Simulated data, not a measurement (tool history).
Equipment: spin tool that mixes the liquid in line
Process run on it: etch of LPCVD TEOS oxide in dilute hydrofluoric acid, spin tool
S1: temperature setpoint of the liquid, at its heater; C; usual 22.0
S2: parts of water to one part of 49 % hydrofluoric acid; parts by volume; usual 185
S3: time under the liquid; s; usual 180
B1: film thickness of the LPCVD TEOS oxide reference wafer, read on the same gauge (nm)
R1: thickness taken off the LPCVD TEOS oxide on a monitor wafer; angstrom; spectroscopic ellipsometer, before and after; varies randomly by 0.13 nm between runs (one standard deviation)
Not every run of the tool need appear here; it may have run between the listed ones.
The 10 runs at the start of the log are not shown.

| run | hour | S1 | S2 | S3 | B1 | R1 |
|---|---|---|---|---|---|---|
|  | 87.1 | hydrofluoric acid flow meter replaced |
| 11 | 99.0 | 22.0 | 185 | 180 | 40.04 | 201.5 |
|  | 107.1 | thermometer replaced |
| 12 | 112.6 | 22.0 | 185 | 180 | 39.98 | 202.6 |
| 13 | 129.5 | 22.0 | 185 | 180 | 39.94 | 204.9 |
| 14 | 141.8 | 22.0 | 185 | 180 | 40.00 | 203.4 |
| 15 | 150.4 | 19.5 | 185 | 180 | 39.97 | 185.5 |
| 16 | 168.2 | 26.0 | 185 | 180 | 39.96 | 237.0 |
| 17 | 183.8 | 22.0 | 185 | 180 | 39.99 | 202.4 |
| 18 | 198.4 | 22.0 | 185 | 180 | 39.99 | 203.5 |
| 19 | 204.5 | 22.0 | 185 | 80 | 39.96 | 90.2 |
| 20 | 215.1 | 24.0 | 255 | 215 | 39.99 | 178.5 |
| 21 | 223.9 | 19.5 | 240 | 230 | 39.95 | 171.9 |
| 22 | 233.4 | 19.5 | 240 | 115 | 39.94 | 86.7 |
| 23 | 243.0 | 25.5 | 255 | 75 | 40.02 | 65.2 |
| 24 | 254.3 | 22.0 | 185 | 180 | 40.01 | 203.4 |
|  | 265.7 | gauge calibrated |
| 25 | 267.1 | 22.0 | 185 | 180 | 40.01 | 206.0 |
| 26 | 279.3 | 22.0 | 185 | 255 | 40.01 | 288.4 |
| 27 | 292.0 | 17.0 | 210 | 145 | 40.03 | 116.0 |
| 28 | 302.4 | 22.0 | 185 | 210 | 40.01 | 235.4 |
| 29 | 320.1 | 22.0 | 155 | 130 | 40.00 | 180.3 |
| 30 | 334.7 | 22.0 | 185 | 180 | 39.99 | 202.9 |
| 31 | 349.8 | 20.5 | 185 | 180 | 40.03 | 189.0 |
| 32 | 357.3 | 22.0 | 185 | 180 | 40.02 | 201.8 |

Each row is a separate what-if for the run after 32, all from the same tool condition, not one after another. Results?
| A | 357.8 | 25.5 | 185 | 180 | ? | ? |
| B | 357.8 | 22.0 | 140 | 180 | ? | ? |
| C | 357.8 | 26.5 | 125 | 180 | ? | ? |
| D | 357.8 | 26.5 | 185 | 180 | ? | ? |
| E | 357.8 | 22.0 | 110 | 180 | ? | ? |

| run | B1 | R1 |
|---|---|---|
| A | 40.01 | 230.9 |
| B | 40.01 | 280.9 |
| C | 40.01 | 381.0 |
| D | 40.01 | 239.5 |
| E | 40.01 | 369.9 |
The same runs, with their run-to-run variation unchanged, on a tool lacking any hidden condition would have given:
| run | R1 |
|---|---|
| A | 230.9 |
| B | 280.9 |
| C | 381.0 |
| D | 239.5 |
| E | 369.9 |
